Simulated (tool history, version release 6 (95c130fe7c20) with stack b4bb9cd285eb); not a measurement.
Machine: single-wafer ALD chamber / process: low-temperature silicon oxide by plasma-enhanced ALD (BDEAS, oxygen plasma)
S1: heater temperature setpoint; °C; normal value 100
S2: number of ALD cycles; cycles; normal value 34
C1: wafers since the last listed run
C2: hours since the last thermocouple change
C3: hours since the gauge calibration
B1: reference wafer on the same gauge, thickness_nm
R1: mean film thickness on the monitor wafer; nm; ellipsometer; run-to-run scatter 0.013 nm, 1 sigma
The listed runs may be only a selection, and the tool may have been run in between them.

{"run": 1, "day": 0.0, "S1": 91, "S2": 34, "C1": 0, "C2": 1932.1, "C3": 14.5, "B1": 5.989, "R1": 5.192}
{"run": 2, "day": 0.558, "S1": 91, "S2": 34, "C1": 62, "C2": 1945.5, "C3": 27.9, "B1": 5.991, "R1": 5.209}
{"run": 3, "day": 1.0, "S1": 100, "S2": 35, "C1": 49, "C2": 1956.1, "C3": 38.5, "B1": 5.99, "R1": 5.195}
{"run": 4, "day": 1.479, "S1": 100, "S2": 34, "C1": 53, "C2": 1967.6, "C3": 50.0, "B1": 5.989, "R1": 5.001}
{"run": 5, "day": 1.812, "S1": 100, "S2": 34, "C1": 37, "C2": 1975.6, "C3": 58.0, "B1": 5.987, "R1": 5.019}
{"run": 6, "day": 2.121, "S1": 100, "S2": 34, "C1": 34, "C2": 1983.0, "C3": 65.4, "B1": 5.99, "R1": 5.023}
{"run": 7, "day": 2.521, "S1": 100, "S2": 34, "C1": 44, "C2": 1992.6, "C3": 75.0, "B1": 5.99, "R1": 5.017}
{"run": 8, "day": 3.25, "S1": 107, "S2": 32, "C1": 81, "C2": 2010.1, "C3": 92.5, "B1": 5.989, "R1": 4.653}
{"run": 9, "day": 3.658, "S1": 107, "S2": 32, "C1": 45, "C2": 2019.9, "C3": 102.3, "B1": 5.988, "R1": 4.656}
{"run": 10, "day": 4.258, "S1": 107, "S2": 32, "C1": 66, "C2": 2034.3, "C3": 116.7, "B1": 5.991, "R1": 4.656}
{"run": 11, "day": 4.575, "S1": 100, "S2": 34, "C1": 35, "C2": 2041.9, "C3": 124.3, "B1": 5.988, "R1": 5.024}
{"run": 12, "day": 4.862, "S1": 100, "S2": 34, "C1": 31, "C2": 2048.8, "C3": 131.2, "B1": 5.986, "R1": 5.03}
{"run": 13, "day": 5.325, "S1": 100, "S2": 34, "C1": 51, "C2": 2059.9, "C3": 142.3, "B1": 5.993, "R1": 5.018}
{"run": 14, "day": 5.942, "S1": 92, "S2": 39, "C1": 68, "C2": 2074.7, "C3": 157.1, "B1": 5.988, "R1": 5.946}
{"run": 15, "day": 7.696, "S1": 100, "S2": 34, "C1": 195, "C2": 2116.8, "C3": 199.2, "B1": 5.994, "R1": 5.033}
{"day": 8.354, "done": "thermocouple changed; heater temperature recalibrated"}
{"run": 16, "day": 8.375, "S1": 100, "S2": 34, "C1": 38, "C2": 0.5, "C3": 215.5, "B1": 5.995, "R1": 5.015}
{"run": 17, "day": 8.492, "S1": 100, "S2": 31, "C1": 12, "C2": 3.3, "C3": 218.3, "B1": 5.99, "R1": 4.564}
{"run": 18, "day": 9.179, "S1": 100, "S2": 31, "C1": 76, "C2": 19.8, "C3": 234.8, "B1": 5.988, "R1": 4.576}
{"run": 19, "day": 9.775, "S1": 108, "S2": 41, "C1": 66, "C2": 34.1, "C3": 249.1, "B1": 5.989, "R1": 5.967}
{"run": 20, "day": 10.25, "S1": 100, "S2": 34, "C1": 52, "C2": 45.5, "C3": 260.5, "B1": 5.988, "R1": 5.045}
{"run": 21, "day": 10.917, "S1": 90, "S2": 34, "C1": 74, "C2": 61.5, "C3": 276.5, "B1": 5.994, "R1": 5.196}
{"run": 22, "day": 11.221, "S1": 94, "S2": 34, "C1": 33, "C2": 68.8, "C3": 283.8, "B1": 5.99, "R1": 5.152}
{"run": 23, "day": 11.5, "S1": 100, "S2": 34, "C1": 31, "C2": 75.5, "C3": 290.5, "B1": 5.993, "R1": 5.016}
{"run": 24, "day": 12.008, "S1": 100, "S2": 34, "C1": 56, "C2": 87.7, "C3": 302.7, "B1": 5.989, "R1": 5.008}
{"run": 25, "day": 13.975, "S1": 114, "S2": 31, "C1": 218, "C2": 134.9, "C3": 349.9, "B1": 5.991, "R1": 4.444}
{"run": 26, "day": 14.579, "S1": 88, "S2": 38, "C1": 67, "C2": 149.4, "C3": 364.4, "B1": 5.994, "R1": 5.876}
{"day": 14.867, "done": "gauge calibrated"}
{"run": 27, "day": 15.262, "S1": 88, "S2": 41, "C1": 76, "C2": 165.8, "C3": 9.5, "B1": 5.991, "R1": 6.353}
{"run": 28, "day": 15.6, "S1": 100, "S2": 34, "C1": 37, "C2": 173.9, "C3": 17.6, "B1": 5.99, "R1": 5.032}
{"run": 29, "day": 16.088, "S1": 93, "S2": 28, "C1": 54, "C2": 185.6, "C3": 29.3, "B1": 5.989, "R1": 4.257}
{"run": 30, "day": 16.55, "S1": 93, "S2": 39, "C1": 51, "C2": 196.7, "C3": 40.4, "B1": 5.991, "R1": 5.923}
{"run": 31, "day": 17.3, "S1": 106, "S2": 29, "C1": 83, "C2": 214.7, "C3": 58.4, "B1": 5.992, "R1": 4.218}
{"run": 32, "day": 17.871, "S1": 108, "S2": 34, "C1": 63, "C2": 228.4, "C3": 72.1, "B1": 5.991, "R1": 4.944}
{"run": 33, "day": 18.6, "S1": 100, "S2": 34, "C1": 81, "C2": 245.9, "C3": 89.6, "B1": 5.99, "R1": 5.038}
{"run": 34, "day": 19.304, "S1": 90, "S2": 38, "C1": 78, "C2": 262.8, "C3": 106.5, "B1": 5.988, "R1": 5.838}
{"run": 35, "day": 19.879, "S1": 94, "S2": 37, "C1": 63, "C2": 276.6, "C3": 120.3, "B1": 5.992, "R1": 5.6}
{"run": 36, "day": 20.288, "S1": 86, "S2": 38, "C1": 45, "C2": 286.4, "C3": 130.1, "B1": 5.988, "R1": 5.923}
{"run": 37, "day": 20.583, "S1": 88, "S2": 37, "C1": 32, "C2": 293.5, "C3": 137.2, "B1": 5.991, "R1": 5.713}

5 ways to go on from here, each from the tool as it stands after run 37. What would each give?
{"run": "A", "day": 20.604, "S1": 100, "S2": 34, "C1": 2, "C2": 294.0, "C3": 137.7, "B1": "?", "R1": "?"}
{"run": "B", "day": 20.604, "S1": 100, "S2": 39, "C1": 2, "C2": 294.0, "C3": 137.7, "B1": "?", "R1": "?"}
{"run": "C", "day": 20.604, "S1": 89, "S2": 28, "C1": 2, "C2": 294.0, "C3": 137.7, "B1": "?", "R1": "?"}
{"run": "D", "day": 20.604, "S1": 112, "S2": 34, "C1": 2, "C2": 294.0, "C3": 137.7, "B1": "?", "R1": "?"}
{"run": "E", "day": 20.604, "S1": 107, "S2": 30, "C1": 2, "C2": 294.0, "C3": 137.7, "B1": "?", "R1": "?"}

run=A B1=5.989 R1=5.007
run=B B1=5.989 R1=5.743
run=C B1=5.989 R1=4.296
run=D B1=5.989 R1=4.893
run=E B1=5.989 R1=4.359
The same runs, with their run-to-run variation unchanged, on a tool lacking any hidden condition would have given:
run=A R1=5.007
run=B R1=5.743
run=C R1=4.296
run=D R1=4.893
run=E R1=4.359
